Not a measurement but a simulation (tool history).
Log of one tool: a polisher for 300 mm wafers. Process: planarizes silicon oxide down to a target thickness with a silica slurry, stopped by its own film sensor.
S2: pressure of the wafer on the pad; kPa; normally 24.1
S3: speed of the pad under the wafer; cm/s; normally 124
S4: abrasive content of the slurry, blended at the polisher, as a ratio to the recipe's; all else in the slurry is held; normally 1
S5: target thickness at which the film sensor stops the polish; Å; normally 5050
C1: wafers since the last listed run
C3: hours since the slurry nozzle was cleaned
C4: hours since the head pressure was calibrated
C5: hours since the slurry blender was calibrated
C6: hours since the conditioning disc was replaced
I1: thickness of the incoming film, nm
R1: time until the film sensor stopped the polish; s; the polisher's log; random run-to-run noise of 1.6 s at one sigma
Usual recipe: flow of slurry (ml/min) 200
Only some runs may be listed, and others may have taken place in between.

run 1 day=0 | flow_of_slurry_(ml/min)=170 S2=24.1 S3=146 S4=1 S5=5050 | C1=0 wafers_polished_on_this_pad=1171 C3=308 C4=875.6 C5=211.3 C6=12.1 | I1=907.4 | R1=126
-- day=1.071 slurry nozzle cleaned
run 2 day=1.517 | flow_of_slurry_(ml/min)=170 S2=24.1 S3=146 S4=1 S5=5050 | C1=185 wafers_polished_on_this_pad=1356 C3=10.7 C4=912 C5=247.7 C6=48.5 | I1=910.9 | R1=130.1
run 3 day=3.092 | flow_of_slurry_(ml/min)=200 S2=24.1 S3=124 S4=1 S5=5050 | C1=197 wafers_polished_on_this_pad=1554 C3=48.5 C4=949.8 C5=285.5 C6=86.3 | I1=924.7 | R1=142.2
run 4 day=5.038 | flow_of_slurry_(ml/min)=200 S2=24.1 S3=124 S4=1 S5=5050 | C1=244 wafers_polished_on_this_pad=1799 C3=95.2 C4=996.5 C5=332.2 C6=133 | I1=907.9 | R1=135.1
run 5 day=6.671 | flow_of_slurry_(ml/min)=170 S2=24.1 S3=124 S4=1 S5=5050 | C1=205 wafers_polished_on_this_pad=2004 C3=134.4 C4=1035.7 C5=371.4 C6=172.2 | I1=900.9 | R1=136.9
-- day=8.967 worn pad replaced by a new one
-- day=9.25 slurry blender recalibrated
run 6 day=10.225 | flow_of_slurry_(ml/min)=170 S2=24.1 S3=124 S4=1 S5=5050 | C1=415 wafers_polished_on_this_pad=147 C3=219.7 C4=1121 C5=23.4 C6=257.5 | I1=907.8 | R1=133
run 7 day=13.029 | flow_of_slurry_(ml/min)=200 S2=19.3 S3=124 S4=1 S5=5500 | C1=352 wafers_polished_on_this_pad=500 C3=287 C4=1188.3 C5=90.7 C6=324.8 | I1=903.8 | R1=134.4
-- day=15.071 conditioning disc replaced and pad reconditioned
run 8 day=16.242 | flow_of_slurry_(ml/min)=200 S2=19.3 S3=124 S4=1 S5=5500 | C1=393 wafers_polished_on_this_pad=893 C3=364.1 C4=1265.4 C5=167.8 C6=28.1 | I1=900.3 | R1=138.9
-- day=18.421 slurry nozzle cleaned
run 9 day=19.842 | flow_of_slurry_(ml/min)=200 S2=19.3 S3=124 S4=1 S5=5500 | C1=447 wafers_polished_on_this_pad=1340 C3=34.1 C4=1351.8 C5=254.2 C6=114.5 | I1=901.3 | R1=143.4
-- day=25.133 worn pad replaced by a new one
-- day=25.696 slurry blender recalibrated
-- day=26.221 head pressure recalibrated
run 10 day=32.288 | flow_of_slurry_(ml/min)=200 S2=24.1 S3=100 S4=1 S5=5050 | C1=1522 wafers_polished_on_this_pad=878 C3=332.8 C4=145.6 C5=158.2 C6=413.2 | I1=921 | R1=198.2
-- day=34.542 conditioning disc replaced and pad reconditioned
run 11 day=35.717 | flow_of_slurry_(ml/min)=200 S2=24.1 S3=100 S4=1 S5=5050 | C1=420 wafers_polished_on_this_pad=1298 C3=415.1 C4=227.9 C5=240.5 C6=28.2 | I1=910.3 | R1=204.8
-- day=36.467 slurry nozzle cleaned
-- day=38.342 slurry blender recalibrated, repeated, since the last time left the tool worse
run 12 day=38.962 | flow_of_slurry_(ml/min)=200 S2=24.1 S3=124 S4=1.2 S5=5050 | C1=392 wafers_polished_on_this_pad=1691 C3=59.9 C4=305.8 C5=14.9 C6=106.1 | I1=910 | R1=114.9
-- day=39.217 worn pad replaced by a new one
run 13 day=42.075 | flow_of_slurry_(ml/min)=200 S2=24.1 S3=124 S4=1.3 S5=5050 | C1=370 wafers_polished_on_this_pad=359 C3=134.6 C4=380.5 C5=89.6 C6=180.8 | I1=906 | R1=112.9
run 14 day=45.262 | flow_of_slurry_(ml/min)=170 S2=24.1 S3=146 S4=1 S5=5050 | C1=400 wafers_polished_on_this_pad=760 C3=211.1 C4=457 C5=166.1 C6=257.3 | I1=901 | R1=121.6
run 15 day=49.483 | flow_of_slurry_(ml/min)=200 S2=24.1 S3=98 S4=0.85 S5=3950 | C1=530 wafers_polished_on_this_pad=1290 C3=312.4 C4=558.3 C5=267.4 C6=358.6 | I1=922.1 | R1=220.8
run 16 day=51.317 | flow_of_slurry_(ml/min)=200 S2=15.9 S3=82 S4=1 S5=5050 | C1=230 wafers_polished_on_this_pad=1521 C3=356.4 C4=602.3 C5=311.4 C6=402.6 | I1=906.9 | R1=223.6
-- day=52.15 conditioning disc replaced and pad reconditioned
-- day=53.108 slurry blender recalibrated
-- day=54.562 slurry nozzle cleaned
-- day=55.308 worn pad replaced by a new one
run 17 day=55.646 | flow_of_slurry_(ml/min)=200 S2=31 S3=124 S4=0.8 S5=3810 | C1=497 wafers_polished_on_this_pad=42 C3=26 C4=706.2 C5=60.9 C6=83.9 | I1=902 | R1=154
run 18 day=58.571 | flow_of_slurry_(ml/min)=255 S2=24.1 S3=124 S4=1 S5=5050 | C1=367 wafers_polished_on_this_pad=410 C3=96.2 C4=776.4 C5=131.1 C6=154.1 | I1=902 | R1=125.5
run 19 day=62.762 | flow_of_slurry_(ml/min)=170 S2=24.1 S3=124 S4=1 S5=5050 | C1=526 wafers_polished_on_this_pad=937 C3=196.8 C4=877 C5=231.7 C6=254.7 | I1=913.1 | R1=139.9
run 20 day=65.9 | flow_of_slurry_(ml/min)=200 S2=24.1 S3=124 S4=1.3 S5=5050 | C1=394 wafers_polished_on_this_pad=1331 C3=272.1 C4=952.3 C5=307 C6=330 | I1=913.7 | R1=120
-- day=68.875 conditioning disc replaced and pad reconditioned
-- day=69.662 slurry nozzle cleaned
-- day=69.954 slurry blender recalibrated
run 21 day=70.088 | flow_of_slurry_(ml/min)=200 S2=24.1 S3=104 S4=1.15 S5=5050 | C1=500 wafers_polished_on_this_pad=1831 C3=10.2 C4=1052.8 C5=3.2 C6=29.1 | I1=918.6 | R1=125.6
-- day=71.8 worn pad replaced by a new one
run 22 day=72.329 | flow_of_slurry_(ml/min)=200 S2=24.1 S3=124 S4=1 S5=5050 | C1=260 wafers_polished_on_this_pad=66 C3=64 C4=1106.6 C5=57 C6=82.9 | I1=904.9 | R1=127.9
run 23 day=74.962 | flow_of_slurry_(ml/min)=220 S2=24.1 S3=162 S4=0.75 S5=5670 | C1=331 wafers_polished_on_this_pad=397 C3=127.2 C4=1169.8 C5=120.2 C6=146.1 | I1=892 | R1=108.2
run 24 day=78 | flow_of_slurry_(ml/min)=135 S2=24.1 S3=124 S4=0.85 S5=3760 | C1=381 wafers_polished_on_this_pad=779 C3=200.1 C4=1242.7 C5=193.1 C6=219 | I1=930.8 | R1=222.6
run 25 day=81.621 | flow_of_slurry_(ml/min)=200 S2=29 S3=124 S4=1 S5=4670 | C1=455 wafers_polished_on_this_pad=1234 C3=287 C4=1329.6 C5=280 C6=305.9 | I1=891.8 | R1=124.6

Alternative continuations, all from the tool just after run 25; predict every row:
run A day=81.642 | flow_of_slurry_(ml/min)=200 S2=24.1 S3=124 S4=0.85 S5=5050 | C1=2 wafers_polished_on_this_pad=1237 C3=287.5 C4=1330.1 C5=280.5 C6=306.4 | I1=920.1 | R1=?
run B day=81.642 | flow_of_slurry_(ml/min)=260 S2=24.1 S3=158 S4=1 S5=5050 | C1=2 wafers_polished_on_this_pad=1237 C3=287.5 C4=1330.1 C5=280.5 C6=306.4 | I1=920.1 | R1=?
run C day=81.642 | flow_of_slurry_(ml/min)=200 S2=17.2 S3=124 S4=1.2 S5=4070 | C1=2 wafers_polished_on_this_pad=1237 C3=287.5 C4=1330.1 C5=280.5 C6=306.4 | I1=920.1 | R1=?
run D day=81.642 | flow_of_slurry_(ml/min)=200 S2=24.1 S3=102 S4=1 S5=5050 | C1=2 wafers_polished_on_this_pad=1237 C3=287.5 C4=1330.1 C5=280.5 C6=306.4 | I1=920.1 | R1=?

run=A R1=156
run=B R1=121
run=C R1=208
run=D R1=154.6
Had the tool no hidden state, the same runs would have come out as:
run=A R1=139.2
run=B R1=109.1
run=C R1=189.6
run=D R1=139.3
